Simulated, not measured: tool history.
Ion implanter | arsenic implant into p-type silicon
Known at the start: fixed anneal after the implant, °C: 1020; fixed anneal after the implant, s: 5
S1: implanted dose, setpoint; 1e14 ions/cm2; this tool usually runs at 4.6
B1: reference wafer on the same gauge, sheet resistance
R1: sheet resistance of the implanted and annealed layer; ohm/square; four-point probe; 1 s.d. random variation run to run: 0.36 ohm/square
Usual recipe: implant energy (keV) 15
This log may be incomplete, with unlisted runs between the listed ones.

Run 1, hour 0: usual settings; B1 206.96. Result: R1 247.38 ohm/square.
Run 2, hour 32.2: usual settings; B1 207. Result: R1 247.84 ohm/square.
Run 3, hour 53.1: usual settings; B1 206.99. Result: R1 246.99 ohm/square.
Run 4, hour 78.3: usual settings; B1 207.12. Result: R1 247.77 ohm/square.
Run 5, hour 90.4: usual settings; B1 206.91. Result: R1 247.58 ohm/square.
Run 6, hour 124.7: usual settings but S1 5.33 1e14 ions/cm2, implant energy (keV) 11; B1 206.92. Result: R1 234.58 ohm/square.
Run 7, hour 141.2: usual settings but S1 5.33 1e14 ions/cm2, implant energy (keV) 11; B1 206.94. Result: R1 234.29 ohm/square.
Run 8, hour 159: usual settings but S1 5.33 1e14 ions/cm2, implant energy (keV) 11; B1 207.11. Result: R1 235.37 ohm/square.
Run 9, hour 191.4: usual settings but S1 5.37 1e14 ions/cm2; B1 207.04. Result: R1 223.19 ohm/square.
Run 10, hour 225.8: usual settings but S1 5.37 1e14 ions/cm2; B1 207.08. Result: R1 223.39 ohm/square.
Run 11, hour 257: usual settings but S1 3.54 1e14 ions/cm2, implant energy (keV) 16.5; B1 206.86. Result: R1 295.01 ohm/square.
Run 12, hour 271.1: usual settings but S1 3.54 1e14 ions/cm2, implant energy (keV) 16.5; B1 207.12. Result: R1 295.06 ohm/square.
Run 13, hour 285.2: usual settings; B1 206.96. Result: R1 247.72 ohm/square.
Run 14, hour 310.2: usual settings but S1 3.24 1e14 ions/cm2, implant energy (keV) 10; B1 206.9. Result: R1 335.54 ohm/square.
Run 15, hour 322.7: usual settings; B1 207. Result: R1 248.25 ohm/square.
Run 16, hour 356.6: usual settings but S1 5.74 1e14 ions/cm2, implant energy (keV) 13.5; B1 207. Result: R1 217.59 ohm/square.
Run 17, hour 369.8: usual settings; B1 207.02. Result: R1 247.64 ohm/square.
Run 18, hour 403.6: usual settings but S1 5.33 1e14 ions/cm2, implant energy (keV) 11; B1 207.03. Result: R1 234.67 ohm/square.
Run 19, hour 435.2: usual settings but S1 3.89 1e14 ions/cm2, implant energy (keV) 17; B1 206.99. Result: R1 275.09 ohm/square.
Run 20, hour 452: usual settings; B1 207.03. Result: R1 247.59 ohm/square.
At hour 480.3: extraction supply calibrated.
Run 21, hour 527.9: usual settings but implant energy (keV) 13; B1 207.04. Result: R1 252.34 ohm/square.
Run 22, hour 546: usual settings; B1 207.1. Result: R1 247.81 ohm/square.
Run 23, hour 605.1: usual settings but S1 3.54 1e14 ions/cm2, implant energy (keV) 16.5; B1 207.05. Result: R1 295.56 ohm/square.
At hour 624.9: Faraday cup replaced and dose calibrated.
Run 24, hour 625.4: usual settings but implant energy (keV) 13.5; B1 206.88. Result: R1 244.93 ohm/square.
Run 25, hour 641.5: usual settings but S1 3.61 1e14 ions/cm2, implant energy (keV) 20; B1 206.87. Result: R1 275.75 ohm/square.
At hour 674: gauge calibrated.
Run 26, hour 676.8: usual settings but S1 5.44 1e14 ions/cm2; B1 206.98. Result: R1 216.19 ohm/square.
Run 27, hour 703: usual settings but S1 5.6 1e14 ions/cm2, implant energy (keV) 16.5; B1 206.92. Result: R1 209.48 ohm/square.
Run 28, hour 716.1: usual settings; B1 207.08. Result: R1 241.53 ohm/square.
Run 29, hour 728.4: usual settings but S1 3.32 1e14 ions/cm2, implant energy (keV) 17.5; B1 206.87. Result: R1 300.01 ohm/square.
Run 30, hour 756.9: usual settings but S1 3.87 1e14 ions/cm2, implant energy (keV) 17.5; B1 207.09. Result: R1 267.96 ohm/square.
Run 31, hour 769.5: usual settings but S1 5.03 1e14 ions/cm2, implant energy (keV) 10; B1 207.07. Result: R1 241.92 ohm/square.
Run 32, hour 789.8: usual settings but S1 3.23 1e14 ions/cm2; B1 207.05. Result: R1 312.57 ohm/square.
Run 33, hour 817.4: usual settings but S1 5.46 1e14 ions/cm2, implant energy (keV) 19; B1 207.05. Result: R1 209.41 ohm/square.
Run 34, hour 844.3: usual settings; B1 206.91. Result: R1 242.48 ohm/square.
Run 35, hour 858: usual settings but S1 4.98 1e14 ions/cm2, implant energy (keV) 19.5; B1 206.98. Result: R1 221.95 ohm/square.
Run 36, hour 880.6: usual settings; B1 207.06. Result: R1 242.93 ohm/square.
Run 37, hour 910.7: usual settings; B1 206.99. Result: R1 243.65 ohm/square.

4 options for the next run, each taken on its own from the tool as it stands now. Forecast them:
Run A, hour 911.1: usual settings but S1 3.94 1e14 ions/cm2; B1 ?. Result: R1 ?.
Run B, hour 911.1: usual settings but S1 4.25 1e14 ions/cm2, implant energy (keV) 20; B1 ?. Result: R1 ?.
Run C, hour 911.1: usual settings but implant energy (keV) 12; B1 ?. Result: R1 ?.
Run D, hour 911.1: usual settings but S1 3.38 1e14 ions/cm2, implant energy (keV) 11; B1 ?. Result: R1 ?.

run      B1      R1
  A  207.06  271.16
  B  207.06  247.09
  C  207.06  250.62
  D  207.06  315.16
With no hidden state in the tool, these same runs would have given:
run      R1
  A   268.7
  B  244.85
  C   248.5
  D  312.23
